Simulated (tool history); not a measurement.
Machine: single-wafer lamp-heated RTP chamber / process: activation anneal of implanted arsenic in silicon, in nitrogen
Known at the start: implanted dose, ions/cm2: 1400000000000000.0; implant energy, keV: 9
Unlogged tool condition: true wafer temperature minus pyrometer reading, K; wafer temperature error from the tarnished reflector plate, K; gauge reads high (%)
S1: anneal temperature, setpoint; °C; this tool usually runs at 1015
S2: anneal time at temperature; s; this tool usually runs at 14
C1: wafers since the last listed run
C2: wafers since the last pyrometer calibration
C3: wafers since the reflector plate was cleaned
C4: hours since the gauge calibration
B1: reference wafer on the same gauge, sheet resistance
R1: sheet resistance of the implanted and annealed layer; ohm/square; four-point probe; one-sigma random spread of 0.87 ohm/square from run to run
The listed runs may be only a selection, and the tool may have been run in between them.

run     day    S1  S2   C1    C2    C3     C4      B1      R1
  1   0.000  1015  10    0  3512  4106  675.2  172.90  141.52
      0.304  -- gauge calibrated
  2   0.888  1015  10  171  3683  4277   14.0  173.02  140.36
  3   1.950  1015  10  204  3888  4482   39.5  172.81  139.52
      3.096  -- pyrometer window cleaned and pyrometer calibrated
  4   3.238  1015  17  184    27  4666   70.4  173.00  134.53
  5   4.492  1015   9  241   269  4908  100.5  172.95  153.08
  6   5.008  1015   9   99   368  5008  112.9  173.20  154.22
  7   8.500  1015   9  673  1042  5681  196.7  172.86  152.00
  8   9.075   993  14  110  1153  5792  210.5  172.94  159.19
  9   9.662   993  14  113  1266  5906  224.6  173.05  158.33
 10  11.150   993  14  286  1553  6193  260.3  172.91  156.24
 11  12.642  1015  11  287  1841  6480  296.1  173.10  142.41
 12  16.058  1015  11  659  2500  7139  378.1  173.00  142.48
     18.554  -- reflector plate cleaned
 13  20.496  1015  11  791  3292   374  484.6  173.26  146.79
 14  21.442  1044  11  182  3474   557  507.3  172.90  123.35
 15  22.208  1015  10  147  3622   705  525.7  172.99  147.73
 16  22.971  1007  20  147  3769   852  544.0  173.04  130.02
 17  23.612  1006  14  123  3893   975  559.4  172.93  143.34
     24.646  -- pyrometer window cleaned and pyrometer calibrated
 18  25.008   999  21  204    69  1180  592.9  173.07  147.20
 19  25.854   997  10  163   233  1344  613.2  172.99  171.88

Run 20 comes next. What will it give?
 20  26.629  1015  14  149  382  1493  631.8   ?   ?

B1: 173.15
R1: 142.68 ohm/square
Were there no unlogged condition in the tool, this run, its random variation unchanged, would have produced R1 147.57 ohm/square.
